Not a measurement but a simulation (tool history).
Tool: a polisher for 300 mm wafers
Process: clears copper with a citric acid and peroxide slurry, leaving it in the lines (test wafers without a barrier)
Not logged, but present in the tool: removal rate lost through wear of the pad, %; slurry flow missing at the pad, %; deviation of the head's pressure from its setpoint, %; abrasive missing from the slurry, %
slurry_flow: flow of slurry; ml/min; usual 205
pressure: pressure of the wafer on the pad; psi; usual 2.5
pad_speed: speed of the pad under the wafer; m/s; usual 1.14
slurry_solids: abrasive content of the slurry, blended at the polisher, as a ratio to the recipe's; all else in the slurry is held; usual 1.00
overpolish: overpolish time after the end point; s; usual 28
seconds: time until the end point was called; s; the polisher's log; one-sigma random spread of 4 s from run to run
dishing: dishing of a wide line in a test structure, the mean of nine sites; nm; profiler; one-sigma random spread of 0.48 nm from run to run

run	hour	slurry_flow	pressure	pad_speed	slurry_solids	overpolish	wafers since the last listed run	wafers polished on this pad	hours since the slurry nozzle was cleaned	hours since the head pressure was calibrated	hours since the slurry blender was calibrated	incoming thickness of the incoming film, nm	seconds	dishing
1	0.0	205	2.5	1.14	1.00	28	0	1554	658.8	304.4	189.5	308.5	196.7	33.1
2	77.3	205	2.5	1.14	1.00	28	584	2138	736.1	381.7	266.8	309.2	213.2	33.1
# hour 78.6: slurry nozzle cleaned
3	164.6	205	2.5	1.14	1.00	28	652	2791	86.0	469.0	354.1	311.8	207.8	32.7
4	240.6	205	2.5	1.14	1.00	28	574	3365	162.0	545.0	430.1	309.1	216.5	31.5
5	341.1	205	2.5	1.14	1.00	28	759	4125	262.5	645.5	530.6	310.3	222.6	30.4
6	383.5	205	2.5	1.14	1.00	28	320	4446	304.9	687.9	573.0	308.4	230.6	30.5
7	434.5	205	2.5	1.14	1.00	28	385	4831	355.9	738.9	624.0	308.3	225.5	30.0
# hour 458.5: worn pad replaced by a new one, of another model than before
8	486.4	205	2.5	1.14	1.00	28	362	210	407.8	790.8	675.9	307.8	234.8	28.7
# hour 508.1: slurry blender recalibrated
9	571.6	205	2.5	1.44	1.00	28	629	839	493.0	876.0	63.5	308.2	164.7	38.7
# hour 665.1: slurry nozzle cleaned
10	665.6	205	2.5	0.80	1.00	28	703	1543	0.5	970.0	157.5	308.1	258.0	27.4
11	753.1	205	2.5	1.14	1.00	28	661	2204	88.0	1057.5	245.0	305.7	208.1	32.4
12	842.9	205	1.8	1.14	0.75	12	678	2883	177.8	1147.3	334.8	308.4	280.6	11.1
13	889.8	205	2.5	0.84	1.00	28	354	3238	224.7	1194.2	381.7	316.1	272.9	26.0
14	1006.1	225	2.0	1.14	1.15	39	879	4117	341.0	1310.5	498.0	310.0	251.2	38.2
# hour 1063.7: worn pad replaced by a new one
15	1064.2	240	2.5	1.14	0.70	42	409	3	399.1	1368.6	556.1	309.3	252.5	39.5
# hour 1123.4: slurry blender recalibrated
16	1125.9	250	2.5	0.78	1.00	38	451	455	460.8	1430.3	2.5	308.7	258.5	35.1
17	1204.2	205	3.1	0.84	0.70	28	592	1047	539.1	1508.6	80.8	313.5	243.5	29.2
# hour 1213.8: head pressure recalibrated
# hour 1256.4: slurry nozzle cleaned
18	1311.5	275	2.5	1.14	1.00	28	788	1835	55.1	97.7	188.1	303.9	196.5	33.4
19	1366.0	255	2.5	1.14	1.25	28	412	2247	109.6	152.2	242.6	310.4	197.3	34.5
20	1426.6	205	1.8	0.84	1.00	33	458	2706	170.2	212.8	303.2	308.5	319.5	26.0
21	1531.8	205	3.0	1.42	1.00	15	795	3501	275.4	318.0	408.4	309.4	161.4	23.5
22	1614.0	205	2.5	1.14	1.00	28	621	4123	357.6	400.2	490.6	309.6	220.5	31.0
23	1665.8	140	2.5	1.14	1.00	28	391	4514	409.4	452.0	542.4	303.8	224.5	30.6
24	1770.3	205	3.2	1.14	1.00	28	790	5304	513.9	556.5	646.9	308.8	189.6	34.8
# hour 1806.4: worn pad replaced by a new one
# hour 1847.1: slurry blender recalibrated
25	1852.1	250	2.5	1.14	1.00	28	573	330	595.7	638.3	5.0	310.8	197.4	34.2

Forecast run 26:
# hour 1866.6: slurry nozzle cleaned
26	1925.3	205	2.2	1.14	1.00	28	545	876	58.7	711.5	78.2	308.8	?	?

Run 26 gave seconds 219.5 s, dishing 30.8 nm.
Had the tool carried no hidden state, the very same run would have given seconds 213.6 s, dishing 31.5 nm.
